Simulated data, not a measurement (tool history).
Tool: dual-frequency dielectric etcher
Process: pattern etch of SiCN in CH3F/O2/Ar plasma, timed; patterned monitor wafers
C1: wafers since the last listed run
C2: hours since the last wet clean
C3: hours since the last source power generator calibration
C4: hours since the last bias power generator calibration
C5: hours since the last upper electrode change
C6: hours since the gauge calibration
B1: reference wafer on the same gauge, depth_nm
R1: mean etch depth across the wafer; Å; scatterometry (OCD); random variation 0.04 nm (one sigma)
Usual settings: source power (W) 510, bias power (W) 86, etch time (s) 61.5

{"run": 1, "day": 0.0, "source power (W)": 510, "bias power (W)": 86, "etch time (s)": 61.5, "C1": 0, "C2": 37.7, "C3": 4024, "C4": 3902.9, "C5": 4208, "C6": 325.4, "B1": 24.4, "R1": 266.9}
{"run": 2, "day": 1.125, "source power (W)": 510, "bias power (W)": 86, "etch time (s)": 61.5, "C1": 184, "C2": 64.7, "C3": 4051, "C4": 3929.9, "C5": 4235, "C6": 352.4, "B1": 24.41, "R1": 265.7}
{"run": 3, "day": 1.792, "source power (W)": 430, "bias power (W)": 86, "etch time (s)": 50, "C1": 109, "C2": 80.7, "C3": 4067, "C4": 3945.9, "C5": 4251, "C6": 368.4, "B1": 24.4, "R1": 207.5}
{"run": 4, "day": 3.242, "source power (W)": 510, "bias power (W)": 86, "etch time (s)": 61.5, "C1": 237, "C2": 115.5, "C3": 4101.8, "C4": 3980.7, "C5": 4285.8, "C6": 403.2, "B1": 24.41, "R1": 266.2}
{"run": 5, "day": 3.942, "source power (W)": 510, "bias power (W)": 86, "etch time (s)": 73, "C1": 114, "C2": 132.3, "C3": 4118.6, "C4": 3997.5, "C5": 4302.6, "C6": 420, "B1": 24.4, "R1": 315.8}
{"run": 6, "day": 4.779, "source power (W)": 510, "bias power (W)": 86, "etch time (s)": 61.5, "C1": 137, "C2": 152.4, "C3": 4138.7, "C4": 4017.6, "C5": 4322.7, "C6": 440.1, "B1": 24.41, "R1": 266.9}
{"run": 7, "day": 6.079, "source power (W)": 510, "bias power (W)": 86, "etch time (s)": 61.5, "C1": 213, "C2": 183.6, "C3": 4169.9, "C4": 4048.8, "C5": 4353.9, "C6": 471.3, "B1": 24.41, "R1": 266.4}
{"run": 8, "day": 7.083, "source power (W)": 510, "bias power (W)": 86, "etch time (s)": 61.5, "C1": 164, "C2": 207.7, "C3": 4194, "C4": 4072.9, "C5": 4378, "C6": 495.4, "B1": 24.41, "R1": 266.8}
{"run": 9, "day": 7.771, "source power (W)": 510, "bias power (W)": 86, "etch time (s)": 61.5, "C1": 112, "C2": 224.2, "C3": 4210.5, "C4": 4089.4, "C5": 4394.5, "C6": 511.9, "B1": 24.42, "R1": 265.3}
{"run": 10, "day": 8.604, "source power (W)": 510, "bias power (W)": 86, "etch time (s)": 61.5, "C1": 136, "C2": 244.2, "C3": 4230.5, "C4": 4109.4, "C5": 4414.5, "C6": 531.9, "B1": 24.41, "R1": 266}
{"run": 11, "day": 9.288, "source power (W)": 510, "bias power (W)": 86, "etch time (s)": 61.5, "C1": 112, "C2": 260.6, "C3": 4246.9, "C4": 4125.8, "C5": 4430.9, "C6": 548.3, "B1": 24.41, "R1": 266.4}
{"run": 12, "day": 9.904, "source power (W)": 510, "bias power (W)": 86, "etch time (s)": 61.5, "C1": 101, "C2": 275.4, "C3": 4261.7, "C4": 4140.6, "C5": 4445.7, "C6": 563.1, "B1": 24.4, "R1": 264.9}
{"run": 13, "day": 10.538, "source power (W)": 510, "bias power (W)": 86, "etch time (s)": 61.5, "C1": 103, "C2": 290.6, "C3": 4276.9, "C4": 4155.8, "C5": 4460.9, "C6": 578.3, "B1": 24.41, "R1": 265.3}
{"run": 14, "day": 11.862, "source power (W)": 510, "bias power (W)": 86, "etch time (s)": 61.5, "C1": 217, "C2": 322.4, "C3": 4308.7, "C4": 4187.6, "C5": 4492.7, "C6": 610.1, "B1": 24.4, "R1": 265}
{"run": 15, "day": 13.283, "source power (W)": 410, "bias power (W)": 86, "etch time (s)": 61.5, "C1": 233, "C2": 356.5, "C3": 4342.8, "C4": 4221.7, "C5": 4526.8, "C6": 644.2, "B1": 24.42, "R1": 250.2}
{"run": 16, "day": 14.579, "source power (W)": 550, "bias power (W)": 72, "etch time (s)": 78, "C1": 212, "C2": 387.6, "C3": 4373.9, "C4": 4252.8, "C5": 4557.9, "C6": 675.3, "B1": 24.4, "R1": 322.9}
{"run": 17, "day": 15.279, "source power (W)": 620, "bias power (W)": 86, "etch time (s)": 61.5, "C1": 114, "C2": 404.4, "C3": 4390.7, "C4": 4269.6, "C5": 4574.7, "C6": 692.1, "B1": 24.4, "R1": 279.2}
{"day": 15.742, "done": "source power generator calibrated"}
{"run": 18, "day": 15.942, "source power (W)": 450, "bias power (W)": 86, "etch time (s)": 52.5, "C1": 81, "C2": 420.3, "C3": 4.8, "C4": 4285.5, "C5": 4590.6, "C6": 708, "B1": 24.4, "R1": 218.6}
{"run": 19, "day": 16.621, "source power (W)": 510, "bias power (W)": 78, "etch time (s)": 61.5, "C1": 111, "C2": 436.6, "C3": 21.1, "C4": 4301.8, "C5": 4606.9, "C6": 724.3, "B1": 24.39, "R1": 255.9}
{"run": 20, "day": 17.208, "source power (W)": 560, "bias power (W)": 104, "etch time (s)": 61.5, "C1": 96, "C2": 450.7, "C3": 35.2, "C4": 4315.9, "C5": 4621, "C6": 738.4, "B1": 24.4, "R1": 290}
{"day": 17.692, "done": "bias power generator calibrated"}
{"day": 18.283, "done": "wet clean of the chamber"}
{"run": 21, "day": 18.304, "source power (W)": 510, "bias power (W)": 86, "etch time (s)": 61.5, "C1": 55, "C2": 0.5, "C3": 61.5, "C4": 14.7, "C5": 4647.3, "C6": 764.7, "B1": 24.41, "R1": 266.6}
{"run": 22, "day": 18.592, "source power (W)": 510, "bias power (W)": 72, "etch time (s)": 61.5, "C1": 47, "C2": 7.4, "C3": 68.4, "C4": 21.6, "C5": 4654.2, "C6": 771.6, "B1": 24.41, "R1": 250.9}
{"day": 19.754, "done": "gauge calibrated"}
{"day": 19.921, "done": "upper electrode replaced"}
{"run": 23, "day": 19.942, "source power (W)": 430, "bias power (W)": 103, "etch time (s)": 78, "C1": 57, "C2": 39.8, "C3": 100.8, "C4": 54, "C5": 0.5, "C6": 4.5, "B1": 24.4, "R1": 344.7}
{"run": 24, "day": 20.275, "source power (W)": 510, "bias power (W)": 86, "etch time (s)": 61.5, "C1": 54, "C2": 47.8, "C3": 108.8, "C4": 62, "C5": 8.5, "C6": 12.5, "B1": 24.41, "R1": 266.1}
{"run": 25, "day": 21.683, "source power (W)": 510, "bias power (W)": 86, "etch time (s)": 61.5, "C1": 231, "C2": 81.6, "C3": 142.6, "C4": 95.8, "C5": 42.3, "C6": 46.3, "B1": 24.4, "R1": 265.8}
{"run": 26, "day": 22.483, "source power (W)": 510, "bias power (W)": 86, "etch time (s)": 45, "C1": 131, "C2": 100.8, "C3": 161.8, "C4": 115, "C5": 61.5, "C6": 65.5, "B1": 24.39, "R1": 194.4}

Forecast run 27:
{"run": 27, "day": 23.217, "source power (W)": 580, "bias power (W)": 73, "etch time (s)": 75, "C1": 120, "C2": 118.4, "C3": 179.4, "C4": 132.6, "C5": 79.1, "C6": 83.1, "B1": "?", "R1": "?"}

B1: 24.39
R1: 317.2 Å
Without the tool's hidden state the same run would have given R1 318.4 Å.
